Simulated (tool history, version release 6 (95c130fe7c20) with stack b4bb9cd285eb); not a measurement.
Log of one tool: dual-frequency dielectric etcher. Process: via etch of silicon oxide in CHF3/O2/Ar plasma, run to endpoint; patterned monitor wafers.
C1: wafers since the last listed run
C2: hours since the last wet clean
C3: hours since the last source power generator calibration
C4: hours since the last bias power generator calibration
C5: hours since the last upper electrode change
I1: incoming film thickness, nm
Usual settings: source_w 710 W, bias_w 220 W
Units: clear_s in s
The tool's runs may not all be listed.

{"run": 1, "day": 0.0, "source_w": 790, "bias_w": 220, "C1": 0, "C2": 217.7, "C3": 2251.3, "C4": 1477.5, "C5": 6506.7, "I1": 756.1, "clear_s": 347.9}
{"run": 2, "day": 1.317, "source_w": 620, "bias_w": 263, "C1": 102, "C2": 249.3, "C3": 2282.9, "C4": 1509.1, "C5": 6538.3, "I1": 762, "clear_s": 360.4}
{"run": 3, "day": 2.625, "source_w": 620, "bias_w": 263, "C1": 101, "C2": 280.7, "C3": 2314.3, "C4": 1540.5, "C5": 6569.7, "I1": 753.4, "clear_s": 355.1}
{"run": 4, "day": 3.604, "source_w": 750, "bias_w": 220, "C1": 76, "C2": 304.2, "C3": 2337.8, "C4": 1564, "C5": 6593.2, "I1": 762.1, "clear_s": 357.7}
{"run": 5, "day": 4.258, "source_w": 750, "bias_w": 220, "C1": 50, "C2": 319.9, "C3": 2353.5, "C4": 1579.7, "C5": 6608.9, "I1": 755.9, "clear_s": 355.7}
{"run": 6, "day": 4.962, "source_w": 710, "bias_w": 220, "C1": 54, "C2": 336.8, "C3": 2370.4, "C4": 1596.6, "C5": 6625.8, "I1": 766.8, "clear_s": 367}
{"run": 7, "day": 6.346, "source_w": 710, "bias_w": 220, "C1": 107, "C2": 370, "C3": 2403.6, "C4": 1629.8, "C5": 6659, "I1": 758.5, "clear_s": 362.6}
{"day": 10.888, "done": "wet clean of the chamber"}
{"run": 8, "day": 10.908, "source_w": 710, "bias_w": 220, "C1": 276, "C2": 0.5, "C3": 2513.1, "C4": 1739.3, "C5": 6768.5, "I1": 753.9, "clear_s": 350.6}
{"day": 11.971, "done": "upper electrode replaced"}
{"run": 9, "day": 12.046, "source_w": 710, "bias_w": 220, "C1": 10, "C2": 27.8, "C3": 2540.4, "C4": 1766.6, "C5": 1.8, "I1": 761, "clear_s": 355.4}
{"run": 10, "day": 12.875, "source_w": 710, "bias_w": 220, "C1": 64, "C2": 47.7, "C3": 2560.3, "C4": 1786.5, "C5": 21.7, "I1": 762.9, "clear_s": 355.9}
{"run": 11, "day": 13.975, "source_w": 820, "bias_w": 220, "C1": 85, "C2": 74.1, "C3": 2586.7, "C4": 1812.9, "C5": 48.1, "I1": 758.3, "clear_s": 338.3}
{"run": 12, "day": 15.425, "source_w": 710, "bias_w": 220, "C1": 112, "C2": 108.9, "C3": 2621.5, "C4": 1847.7, "C5": 82.9, "I1": 754.7, "clear_s": 352.9}
{"run": 13, "day": 16.012, "source_w": 710, "bias_w": 220, "C1": 45, "C2": 123, "C3": 2635.6, "C4": 1861.8, "C5": 97, "I1": 761.1, "clear_s": 357.5}
{"run": 14, "day": 17.004, "source_w": 710, "bias_w": 220, "C1": 76, "C2": 146.8, "C3": 2659.4, "C4": 1885.6, "C5": 120.8, "I1": 761, "clear_s": 357.6}
{"run": 15, "day": 17.512, "source_w": 790, "bias_w": 251, "C1": 39, "C2": 159, "C3": 2671.6, "C4": 1897.8, "C5": 133, "I1": 763.6, "clear_s": 333.9}
{"day": 21.958, "done": "bias power generator calibrated"}
{"run": 16, "day": 21.979, "source_w": 710, "bias_w": 220, "C1": 333, "C2": 266.2, "C3": 2778.8, "C4": 0.5, "C5": 240.2, "I1": 762.9, "clear_s": 360.8}
{"run": 17, "day": 22.608, "source_w": 590, "bias_w": 220, "C1": 48, "C2": 281.3, "C3": 2793.9, "C4": 15.6, "C5": 255.3, "I1": 753.7, "clear_s": 377.5}
{"run": 18, "day": 23.296, "source_w": 710, "bias_w": 220, "C1": 53, "C2": 297.8, "C3": 2810.4, "C4": 32.1, "C5": 271.8, "I1": 760.9, "clear_s": 362}
{"run": 19, "day": 24.625, "source_w": 600, "bias_w": 254, "C1": 103, "C2": 329.7, "C3": 2842.3, "C4": 64, "C5": 303.7, "I1": 766.8, "clear_s": 368.8}
{"run": 20, "day": 25.996, "source_w": 710, "bias_w": 220, "C1": 106, "C2": 362.6, "C3": 2875.2, "C4": 96.9, "C5": 336.6, "I1": 758.8, "clear_s": 359.9}
{"day": 26.658, "done": "source power generator calibrated"}
{"run": 21, "day": 27.179, "source_w": 710, "bias_w": 220, "C1": 78, "C2": 391, "C3": 12.5, "C4": 125.3, "C5": 365, "I1": 762.7, "clear_s": 365.1}
{"run": 22, "day": 28.146, "source_w": 590, "bias_w": 246, "C1": 75, "C2": 414.2, "C3": 35.7, "C4": 148.5, "C5": 388.2, "I1": 759.7, "clear_s": 374.4}
{"run": 23, "day": 28.862, "source_w": 660, "bias_w": 180, "C1": 55, "C2": 431.4, "C3": 52.9, "C4": 165.7, "C5": 405.4, "I1": 755.8, "clear_s": 389.2}
{"run": 24, "day": 29.542, "source_w": 560, "bias_w": 236, "C1": 52, "C2": 447.7, "C3": 69.2, "C4": 182, "C5": 421.7, "I1": 757.8, "clear_s": 382.4}
{"run": 25, "day": 30.25, "source_w": 710, "bias_w": 220, "C1": 54, "C2": 464.7, "C3": 86.2, "C4": 199, "C5": 438.7, "I1": 756.9, "clear_s": 363.2}
{"run": 26, "day": 31.629, "source_w": 760, "bias_w": 174, "C1": 107, "C2": 497.8, "C3": 119.3, "C4": 232.1, "C5": 471.8, "I1": 759.9, "clear_s": 381.9}
{"run": 27, "day": 32.788, "source_w": 650, "bias_w": 242, "C1": 89, "C2": 525.6, "C3": 147.1, "C4": 259.9, "C5": 499.6, "I1": 761.6, "clear_s": 367.4}
{"day": 34.767, "done": "wet clean of the chamber"}
{"run": 28, "day": 34.788, "source_w": 590, "bias_w": 274, "C1": 77, "C2": 0.5, "C3": 195.1, "C4": 307.9, "C5": 547.6, "I1": 759.5, "clear_s": 351.8}

Hidden state at the last listed run before each entry between runs and at the first one after, where it differs:
Between runs 7 and 8: wet clean of the chamber (day 10.888)
  etch rate over this chamber's usual, %: -2.56 -> 0.326
  measured less the result without the state, clear_s: +9.3 -> -1.2 s
Between runs 8 and 9: upper electrode replaced (day 11.971)
  etch rate over this chamber's usual, %: 0.326 -> 0.136
  measured less the result without the state, clear_s: -1.2 -> -0.4 s
Between runs 15 and 16: bias power generator calibrated (day 21.958)
  etch rate over this chamber's usual, %: -0.777 -> -1.52
  measured less the result without the state, clear_s: +2.6 -> +5.5 s
Between runs 20 and 21: source power generator calibrated (day 26.658)
  etch rate over this chamber's usual, %: -2.19 -> -2.39
  measured less the result without the state, clear_s: +7.9 -> +8.7 s
Between runs 27 and 28: wet clean of the chamber (day 34.767)
  etch rate over this chamber's usual, %: -3.33 -> -0.0129
  measured less the result without the state, clear_s: +12.3 -> +0 s
